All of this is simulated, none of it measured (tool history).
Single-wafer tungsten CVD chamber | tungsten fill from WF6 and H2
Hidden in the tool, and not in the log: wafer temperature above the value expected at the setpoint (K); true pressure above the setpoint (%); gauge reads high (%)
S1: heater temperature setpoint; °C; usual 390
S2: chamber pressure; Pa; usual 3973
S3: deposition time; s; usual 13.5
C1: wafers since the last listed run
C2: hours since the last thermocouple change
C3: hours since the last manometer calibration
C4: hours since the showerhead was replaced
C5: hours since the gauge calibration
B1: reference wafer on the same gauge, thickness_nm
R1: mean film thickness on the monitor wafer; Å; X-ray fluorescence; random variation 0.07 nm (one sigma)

run 1 hour=0 | S1=390 S2=4306 S3=13.5 | C1=0 C2=690.5 C3=915.1 C4=3165.7 C5=111.4 | B1=28.012 | R1=304.04
run 2 hour=27.1 | S1=390 S2=4306 S3=13.5 | C1=457 C2=717.6 C3=942.2 C4=3192.8 C5=138.5 | B1=28 | R1=301.82
run 3 hour=51.8 | S1=390 S2=4306 S3=13.5 | C1=417 C2=742.3 C3=966.9 C4=3217.5 C5=163.2 | B1=28.01 | R1=302.54
run 4 hour=87.2 | S1=382 S2=3973 S3=13.5 | C1=598 C2=777.7 C3=1002.3 C4=3252.9 C5=198.6 | B1=27.991 | R1=247.13
run 5 hour=112.9 | S1=382 S2=3973 S3=13.5 | C1=434 C2=803.4 C3=1028 C4=3278.6 C5=224.3 | B1=28.008 | R1=246.39
run 6 hour=143 | S1=390 S2=3973 S3=13.5 | C1=508 C2=833.5 C3=1058.1 C4=3308.7 C5=254.4 | B1=28.005 | R1=295.6
run 7 hour=158.4 | S1=390 S2=3386 S3=13.5 | C1=260 C2=848.9 C3=1073.5 C4=3324.1 C5=269.8 | B1=28.007 | R1=281.57
run 8 hour=177.7 | S1=390 S2=3386 S3=13.5 | C1=326 C2=868.2 C3=1092.8 C4=3343.4 C5=289.1 | B1=28.001 | R1=280.82
run 9 hour=211.3 | S1=397 S2=3973 S3=15.6 | C1=567 C2=901.8 C3=1126.4 C4=3377 C5=322.7 | B1=28 | R1=396.58
run 10 hour=243.4 | S1=397 S2=3973 S3=15.6 | C1=542 C2=933.9 C3=1158.5 C4=3409.1 C5=354.8 | B1=27.998 | R1=398.39
run 11 hour=266.2 | S1=390 S2=3973 S3=13.5 | C1=385 C2=956.7 C3=1181.3 C4=3431.9 C5=377.6 | B1=28.001 | R1=295.08
run 12 hour=281.6 | S1=390 S2=3973 S3=13.5 | C1=260 C2=972.1 C3=1196.7 C4=3447.3 C5=393 | B1=28.019 | R1=294.2
run 13 hour=297 | S1=390 S2=3973 S3=13.5 | C1=260 C2=987.5 C3=1212.1 C4=3462.7 C5=408.4 | B1=28.006 | R1=293.86
run 14 hour=329.3 | S1=390 S2=3973 S3=13.5 | C1=545 C2=1019.8 C3=1244.4 C4=3495 C5=440.7 | B1=27.996 | R1=294.59
-- hour=342 showerhead replaced, of another model than before
run 15 hour=353.6 | S1=390 S2=3973 S3=13.5 | C1=275 C2=1044.1 C3=1268.7 C4=11.6 C5=465 | B1=27.994 | R1=296.78
run 16 hour=377.9 | S1=390 S2=3973 S3=13.5 | C1=410 C2=1068.4 C3=1293 C4=35.9 C5=489.3 | B1=28.001 | R1=297.13
run 17 hour=408.8 | S1=381 S2=3053 S3=13.5 | C1=522 C2=1099.3 C3=1323.9 C4=66.8 C5=520.2 | B1=27.997 | R1=228.05
run 18 hour=425 | S1=390 S2=4960 S3=13.5 | C1=273 C2=1115.5 C3=1340.1 C4=83 C5=536.4 | B1=28.001 | R1=312.6
-- hour=442.3 thermocouple changed; heater temperature recalibrated
run 19 hour=442.8 | S1=390 S2=4960 S3=13.5 | C1=165 C2=0.5 C3=1357.9 C4=100.8 C5=554.2 | B1=27.991 | R1=313.6
run 20 hour=472.6 | S1=395 S2=3973 S3=14.2 | C1=503 C2=30.3 C3=1387.7 C4=130.6 C5=584 | B1=28.006 | R1=347.13
run 21 hour=485.2 | S1=377 S2=3973 S3=11.3 | C1=212 C2=42.9 C3=1400.3 C4=143.2 C5=596.6 | B1=27.98 | R1=184.61
run 22 hour=501.9 | S1=390 S2=3973 S3=13.5 | C1=282 C2=59.6 C3=1417 C4=159.9 C5=613.3 | B1=27.998 | R1=295.96
run 23 hour=536.6 | S1=382 S2=3040 S3=11.5 | C1=586 C2=94.3 C3=1451.7 C4=194.6 C5=648 | B1=28 | R1=197.78
run 24 hour=564.3 | S1=390 S2=3973 S3=14.7 | C1=467 C2=122 C3=1479.4 C4=222.3 C5=675.7 | B1=27.994 | R1=323.17
-- hour=592.7 capacitance manometer re-zeroed and calibrated
run 25 hour=593.2 | S1=378 S2=3666 S3=12.4 | C1=353 C2=150.9 C3=0.5 C4=251.2 C5=704.6 | B1=27.996 | R1=207.34
-- hour=593.5 gauge calibrated
run 26 hour=615.5 | S1=402 S2=4520 S3=15.8 | C1=376 C2=173.2 C3=22.8 C4=273.5 C5=22 | B1=27.991 | R1=472.42
run 27 hour=629.6 | S1=400 S2=3253 S3=14.6 | C1=238 C2=187.3 C3=36.9 C4=287.6 C5=36.1 | B1=28.004 | R1=385.31
run 28 hour=647.3 | S1=390 S2=4240 S3=13.5 | C1=299 C2=205 C3=54.6 C4=305.3 C5=53.8 | B1=27.999 | R1=308.1
run 29 hour=677.6 | S1=390 S2=3973 S3=13.5 | C1=511 C2=235.3 C3=84.9 C4=335.6 C5=84.1 | B1=27.995 | R1=301.24
run 30 hour=698.6 | S1=390 S2=3426 S3=14.9 | C1=354 C2=256.3 C3=105.9 C4=356.6 C5=105.1 | B1=28.013 | R1=322.23
run 31 hour=782.2 | S1=378 S2=3600 S3=11.9 | C1=1412 C2=339.9 C3=189.5 C4=440.2 C5=188.7 | B1=27.993 | R1=196.81
run 32 hour=804 | S1=390 S2=3973 S3=13.5 | C1=368 C2=361.7 C3=211.3 C4=462 C5=210.5 | B1=27.988 | R1=300.64
run 33 hour=818.8 | S1=390 S2=3973 S3=15.5 | C1=250 C2=376.5 C3=226.1 C4=476.8 C5=225.3 | B1=28.01 | R1=345.62
run 34 hour=852.5 | S1=390 S2=3973 S3=13.5 | C1=569 C2=410.2 C3=259.8 C4=510.5 C5=259 | B1=27.984 | R1=300.64

4 ways to go on from here, each from the tool as it stands after run 34. What would each give?
run A hour=852.9 | S1=390 S2=3973 S3=13.5 | C1=6 C2=410.6 C3=260.2 C4=510.9 C5=259.4 | B1=? | R1=?
run B hour=852.9 | S1=376 S2=3466 S3=15.4 | C1=6 C2=410.6 C3=260.2 C4=510.9 C5=259.4 | B1=? | R1=?
run C hour=852.9 | S1=395 S2=3973 S3=13.5 | C1=6 C2=410.6 C3=260.2 C4=510.9 C5=259.4 | B1=? | R1=?
run D hour=852.9 | S1=390 S2=4733 S3=13.5 | C1=6 C2=410.6 C3=260.2 C4=510.9 C5=259.4 | B1=? | R1=?

run=A B1=27.984 R1=300.57
run=B B1=27.984 R1=240.86
run=C B1=27.984 R1=334.82
run=D B1=27.984 R1=314.29
Without the tool's hidden state the same runs would have given:
run=A R1=303.5
run=B R1=243.21
run=C R1=338.08
run=D R1=317.31

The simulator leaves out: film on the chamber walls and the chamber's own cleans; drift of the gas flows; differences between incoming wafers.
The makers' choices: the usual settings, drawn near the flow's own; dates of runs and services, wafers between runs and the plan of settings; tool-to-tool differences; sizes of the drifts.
